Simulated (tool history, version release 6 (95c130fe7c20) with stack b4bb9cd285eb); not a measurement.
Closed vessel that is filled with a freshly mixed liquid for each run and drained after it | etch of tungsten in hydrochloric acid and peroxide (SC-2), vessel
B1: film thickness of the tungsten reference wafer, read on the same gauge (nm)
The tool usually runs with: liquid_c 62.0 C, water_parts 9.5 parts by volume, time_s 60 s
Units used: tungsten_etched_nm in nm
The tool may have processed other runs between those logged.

run 1 hour=0.0 | liquid_c=62.0 water_parts=8.0 time_s=60 | B1=49.99 | tungsten_etched_nm=34.98
run 2 hour=70.0 | liquid_c=62.0 water_parts=8.0 time_s=60 | B1=49.98 | tungsten_etched_nm=34.63
run 3 hour=136.0 | liquid_c=62.0 water_parts=8.0 time_s=60 | B1=50.02 | tungsten_etched_nm=34.35
run 4 hour=187.4 | liquid_c=66.5 water_parts=9.5 time_s=60 | B1=50.02 | tungsten_etched_nm=39.12
run 5 hour=279.6 | liquid_c=66.5 water_parts=9.5 time_s=60 | B1=50.03 | tungsten_etched_nm=38.72
run 6 hour=349.3 | liquid_c=66.5 water_parts=9.5 time_s=60 | B1=49.98 | tungsten_etched_nm=38.67
-- hour=369.5 new drum of peroxide connected
run 7 hour=402.1 | liquid_c=55.5 water_parts=9.5 time_s=60 | B1=49.98 | tungsten_etched_nm=20.43
-- hour=445.0 thermometer replaced
run 8 hour=486.7 | liquid_c=62.0 water_parts=9.5 time_s=60 | B1=49.99 | tungsten_etched_nm=30.60
run 9 hour=573.7 | liquid_c=62.0 water_parts=9.5 time_s=60 | B1=50.00 | tungsten_etched_nm=30.32
run 10 hour=632.1 | liquid_c=62.0 water_parts=6.0 time_s=35 | B1=50.06 | tungsten_etched_nm=25.13
run 11 hour=669.5 | liquid_c=62.0 water_parts=6.0 time_s=35 | B1=50.03 | tungsten_etched_nm=25.16
run 12 hour=725.9 | liquid_c=62.0 water_parts=6.0 time_s=35 | B1=49.99 | tungsten_etched_nm=24.81
run 13 hour=819.2 | liquid_c=62.0 water_parts=9.5 time_s=60 | B1=50.06 | tungsten_etched_nm=29.45
run 14 hour=881.4 | liquid_c=62.0 water_parts=9.5 time_s=60 | B1=49.99 | tungsten_etched_nm=29.18
run 15 hour=926.1 | liquid_c=62.0 water_parts=8.0 time_s=60 | B1=49.99 | tungsten_etched_nm=33.39
-- hour=984.1 new drum of peroxide connected
run 16 hour=1017.0 | liquid_c=62.0 water_parts=6.0 time_s=35 | B1=50.03 | tungsten_etched_nm=25.51
run 17 hour=1082.8 | liquid_c=62.0 water_parts=9.5 time_s=95 | B1=49.97 | tungsten_etched_nm=48.04
run 18 hour=1185.2 | liquid_c=62.0 water_parts=9.5 time_s=60 | B1=49.95 | tungsten_etched_nm=30.22
run 19 hour=1232.2 | liquid_c=66.5 water_parts=9.5 time_s=60 | B1=49.95 | tungsten_etched_nm=39.69
run 20 hour=1336.2 | liquid_c=62.0 water_parts=12.5 time_s=60 | B1=49.97 | tungsten_etched_nm=23.48
-- hour=1424.2 thermometer replaced
run 21 hour=1438.1 | liquid_c=65.5 water_parts=7.0 time_s=40 | B1=49.99 | tungsten_etched_nm=30.93
-- hour=1470.9 gauge calibrated
-- hour=1507.8 chemicals flow meter replaced
run 22 hour=1535.9 | liquid_c=62.0 water_parts=12.5 time_s=70 | B1=50.01 | tungsten_etched_nm=27.17
-- hour=1584.7 new drum of peroxide connected
run 23 hour=1602.4 | liquid_c=71.5 water_parts=9.5 time_s=40 | B1=50.00 | tungsten_etched_nm=36.68
run 24 hour=1673.8 | liquid_c=55.0 water_parts=7.5 time_s=75 | B1=49.96 | tungsten_etched_nm=29.87
run 25 hour=1740.1 | liquid_c=62.0 water_parts=6.0 time_s=35 | B1=49.98 | tungsten_etched_nm=25.53
run 26 hour=1836.6 | liquid_c=62.0 water_parts=14.5 time_s=60 | B1=49.98 | tungsten_etched_nm=20.96

Predict the results of run 27:
run 27 hour=1916.3 | liquid_c=57.5 water_parts=13.0 time_s=70 | B1=? | tungsten_etched_nm=?

B1: 49.97
tungsten_etched_nm: 20.35 nm
On a tool with no hidden condition, and with the same random variation, this run would have come out at tungsten_etched_nm 21.38 nm.
